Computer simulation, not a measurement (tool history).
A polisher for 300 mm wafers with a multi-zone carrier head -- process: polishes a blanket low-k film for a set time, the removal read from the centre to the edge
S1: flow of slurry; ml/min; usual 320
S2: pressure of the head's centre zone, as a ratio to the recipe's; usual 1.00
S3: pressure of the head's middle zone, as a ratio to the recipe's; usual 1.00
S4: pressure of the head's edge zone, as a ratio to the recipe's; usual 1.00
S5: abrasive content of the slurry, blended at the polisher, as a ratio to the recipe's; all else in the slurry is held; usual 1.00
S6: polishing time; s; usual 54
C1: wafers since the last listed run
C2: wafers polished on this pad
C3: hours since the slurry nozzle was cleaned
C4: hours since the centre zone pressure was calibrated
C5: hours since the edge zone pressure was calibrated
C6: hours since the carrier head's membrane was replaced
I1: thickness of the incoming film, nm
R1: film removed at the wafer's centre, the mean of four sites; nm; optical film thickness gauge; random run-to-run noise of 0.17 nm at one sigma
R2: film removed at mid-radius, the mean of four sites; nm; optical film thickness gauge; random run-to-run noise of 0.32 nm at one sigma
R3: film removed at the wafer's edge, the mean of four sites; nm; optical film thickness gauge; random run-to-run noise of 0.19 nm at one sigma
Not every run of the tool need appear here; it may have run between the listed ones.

run 1 day=0.000 | S1=320 S2=1.00 S3=1.00 S4=1.00 S5=1.00 S6=54 | C1=0 C2=788 C3=294.3 C4=112.6 C5=265.2 C6=383.5 | I1=398.4 | R1=21.9 R2=22.0 R3=21.9
run 2 day=2.508 | S1=320 S2=1.00 S3=1.00 S4=1.00 S5=1.00 S6=54 | C1=595 C2=1383 C3=354.5 C4=172.8 C5=325.4 C6=443.7 | I1=399.8 | R1=21.5 R2=22.0 R3=21.9
-- day=4.667 slurry nozzle cleaned
run 3 day=4.908 | S1=320 S2=1.00 S3=1.00 S4=1.00 S5=1.00 S6=54 | C1=560 C2=1944 C3=5.8 C4=230.4 C5=383.0 C6=501.3 | I1=407.8 | R1=20.8 R2=21.9 R3=21.9
run 4 day=7.012 | S1=320 S2=1.00 S3=1.00 S4=1.00 S5=1.00 S6=54 | C1=499 C2=2443 C3=56.3 C4=280.9 C5=433.5 C6=551.8 | I1=402.2 | R1=20.6 R2=20.9 R3=21.3
run 5 day=9.883 | S1=215 S2=1.04 S3=1.00 S4=1.00 S5=0.70 S6=37 | C1=681 C2=3125 C3=125.2 C4=349.8 C5=502.4 C6=620.7 | I1=404.5 | R1=10.4 R2=10.8 R3=10.8
-- day=10.888 carrier head's membrane replaced by a new one
run 6 day=10.917 | S1=220 S2=1.00 S3=1.09 S4=1.00 S5=1.20 S6=37 | C1=195 C2=3321 C3=150.0 C4=374.6 C5=527.2 C6=0.7 | I1=394.7 | R1=14.4 R2=16.2 R3=15.1
-- day=12.283 worn pad replaced by a new one
run 7 day=12.300 | S1=320 S2=1.00 S3=1.05 S4=0.91 S5=0.75 S6=66 | C1=288 C2=4 C3=183.2 C4=407.8 C5=560.4 C6=33.9 | I1=402.7 | R1=21.2 R2=23.0 R3=21.0
run 8 day=14.150 | S1=320 S2=1.00 S3=1.09 S4=1.00 S5=1.00 S6=54 | C1=439 C2=443 C3=227.6 C4=452.2 C5=604.8 C6=78.3 | I1=395.9 | R1=21.0 R2=23.5 R3=22.1
run 9 day=16.321 | S1=320 S2=1.00 S3=0.92 S4=1.00 S5=1.00 S6=35 | C1=515 C2=958 C3=279.7 C4=504.3 C5=656.9 C6=130.4 | I1=397.3 | R1=13.5 R2=13.7 R3=14.5
run 10 day=17.704 | S1=320 S2=1.00 S3=0.93 S4=1.07 S5=1.00 S6=54 | C1=328 C2=1287 C3=312.9 C4=537.5 C5=690.1 C6=163.6 | I1=397.0 | R1=20.6 R2=20.9 R3=22.5
run 11 day=18.842 | S1=320 S2=1.00 S3=1.00 S4=1.00 S5=1.00 S6=54 | C1=270 C2=1557 C3=340.2 C4=564.8 C5=717.4 C6=190.9 | I1=397.2 | R1=20.3 R2=21.4 R3=21.9
-- day=18.888 slurry nozzle cleaned
-- day=20.775 edge zone pressure recalibrated
run 12 day=24.371 | S1=320 S2=1.00 S3=0.92 S4=1.00 S5=1.00 S6=69 | C1=1283 C2=2841 C3=131.6 C4=697.5 C5=86.3 C6=323.6 | I1=397.2 | R1=24.8 R2=24.5 R3=27.0
-- day=25.708 worn pad replaced by a new one
run 13 day=26.067 | S1=320 S2=1.00 S3=1.00 S4=1.00 S5=1.00 S6=54 | C1=363 C2=85 C3=172.3 C4=738.2 C5=127.0 C6=364.3 | I1=398.9 | R1=20.5 R2=21.9 R3=22.1
run 14 day=27.554 | S1=400 S2=1.00 S3=1.06 S4=1.00 S5=1.20 S6=59 | C1=353 C2=438 C3=208.0 C4=773.9 C5=162.7 C6=400.0 | I1=399.2 | R1=24.9 R2=28.1 R3=27.3
-- day=29.767 centre zone pressure recalibrated
run 15 day=29.846 | S1=230 S2=1.09 S3=1.00 S4=1.07 S5=1.00 S6=54 | C1=524 C2=963 C3=263.0 C4=1.9 C5=217.7 C6=455.0 | I1=402.4 | R1=22.7 R2=21.0 R3=22.2
run 16 day=31.321 | S1=385 S2=1.10 S3=1.04 S4=1.00 S5=1.00 S6=49 | C1=350 C2=1313 C3=298.4 C4=37.3 C5=253.1 C6=490.4 | I1=391.4 | R1=21.6 R2=20.5 R3=19.9
run 17 day=33.150 | S1=320 S2=1.00 S3=1.00 S4=1.00 S5=1.00 S6=54 | C1=434 C2=1747 C3=342.3 C4=81.2 C5=297.0 C6=534.3 | I1=395.6 | R1=21.7 R2=21.9 R3=21.3
-- day=33.946 slurry nozzle cleaned
run 18 day=35.579 | S1=375 S2=1.00 S3=0.93 S4=1.00 S5=1.00 S6=54 | C1=567 C2=2314 C3=39.2 C4=139.5 C5=355.3 C6=592.6 | I1=401.9 | R1=21.0 R2=20.0 R3=21.5
-- day=36.342 carrier head's membrane replaced by a new one
run 19 day=37.721 | S1=320 S2=1.05 S3=1.00 S4=1.00 S5=1.00 S6=70 | C1=459 C2=2774 C3=90.6 C4=190.9 C5=406.7 C6=33.1 | I1=396.3 | R1=27.3 R2=26.3 R3=27.4
-- day=39.512 worn pad replaced by a new one
run 20 day=40.346 | S1=235 S2=1.04 S3=1.00 S4=1.00 S5=1.00 S6=54 | C1=583 C2=198 C3=153.6 C4=253.9 C5=469.7 C6=96.1 | I1=397.5 | R1=21.1 R2=21.5 R3=21.5

Entry by entry between the runs, the difference in hidden state between the last listed run before and the first listed run after:
Between runs 2 and 3: slurry nozzle cleaned (day 4.667)
  removal rate lost through wear of the pad, %: 1.41 -> 2.64; deviation of the centre zone's pressure from its setpoint, %: -1.17 -> -1.92
  measured value less the no-hidden-state value, R1: -0.5 -> -0.9 nm; R2: -0.3 -> -0.6 nm; R3: -0.3 -> -0.6 nm
Between runs 5 and 6: carrier head's membrane replaced by a new one (day 10.888)
  removal rate lost through wear of the pad, %: 6.52 -> 7.55; deviation of the centre zone's pressure from its setpoint, %: -3.49 -> -3.81
  measured value less the no-hidden-state value, R1: -1.1 -> -1.6 nm; R2: -0.7 -> -1.3 nm; R3: -0.7 -> -1.2 nm
Between runs 6 and 7: worn pad replaced by a new one (day 12.283)
  removal rate lost through wear of the pad, %: 7.55 -> 0.432; deviation of the centre zone's pressure from its setpoint, %: -3.81 -> -4.25
  measured value less the no-hidden-state value, R1: -1.6 -> -0.8 nm; R2: -1.3 -> +0.0 nm; R3: -1.2 -> -0.1 nm
Between runs 11 and 12: slurry nozzle cleaned (day 18.888); edge zone pressure recalibrated (day 20.775)
  removal rate lost through wear of the pad, %: 2 -> 5.75; deviation of the centre zone's pressure from its setpoint, %: -6.3 -> -8.04
  measured value less the no-hidden-state value, R1: -1.4 -> -3.2 nm; R2: -0.4 -> -1.5 nm; R3: -0.4 -> -1.6 nm
Between runs 12 and 13: worn pad replaced by a new one (day 25.708)
  removal rate lost through wear of the pad, %: 5.75 -> 0.759; deviation of the centre zone's pressure from its setpoint, %: -8.04 -> -8.58
  measured value less the no-hidden-state value, R1: -3.2 -> -1.6 nm; R2: -1.5 -> -0.1 nm; R3: -1.6 -> -0.2 nm
Between runs 14 and 15: centre zone pressure recalibrated (day 29.767)
  removal rate lost through wear of the pad, %: 0.879 -> 1.38; deviation of the centre zone's pressure from its setpoint, %: -9.04 -> 1.08
  measured value less the no-hidden-state value, R1: -2.1 -> -0.2 nm; R2: -0.2 -> -0.3 nm; R3: -0.3 -> -0.3 nm
Between runs 17 and 18: slurry nozzle cleaned (day 33.946)
  removal rate lost through wear of the pad, %: 2.77 -> 4.3; deviation of the centre zone's pressure from its setpoint, %: 0.0365 -> -0.727
  measured value less the no-hidden-state value, R1: -0.6 -> -1.1 nm; R2: -0.6 -> -0.9 nm; R3: -0.6 -> -1.0 nm
Between runs 18 and 19: carrier head's membrane replaced by a new one (day 36.342)
  removal rate lost through wear of the pad, %: 4.3 -> 6.01; deviation of the centre zone's pressure from its setpoint, %: -0.727 -> -1.4
  measured value less the no-hidden-state value, R1: -1.1 -> -2.0 nm; R2: -0.9 -> -1.7 nm; R3: -1.0 -> -1.7 nm
Between runs 19 and 20: worn pad replaced by a new one (day 39.512)
  removal rate lost through wear of the pad, %: 6.01 -> 0.558; deviation of the centre zone's pressure from its setpoint, %: -1.4 -> -2.23
  measured value less the no-hidden-state value, R1: -2.0 -> -0.5 nm; R2: -1.7 -> -0.2 nm; R3: -1.7 -> -0.1 nm
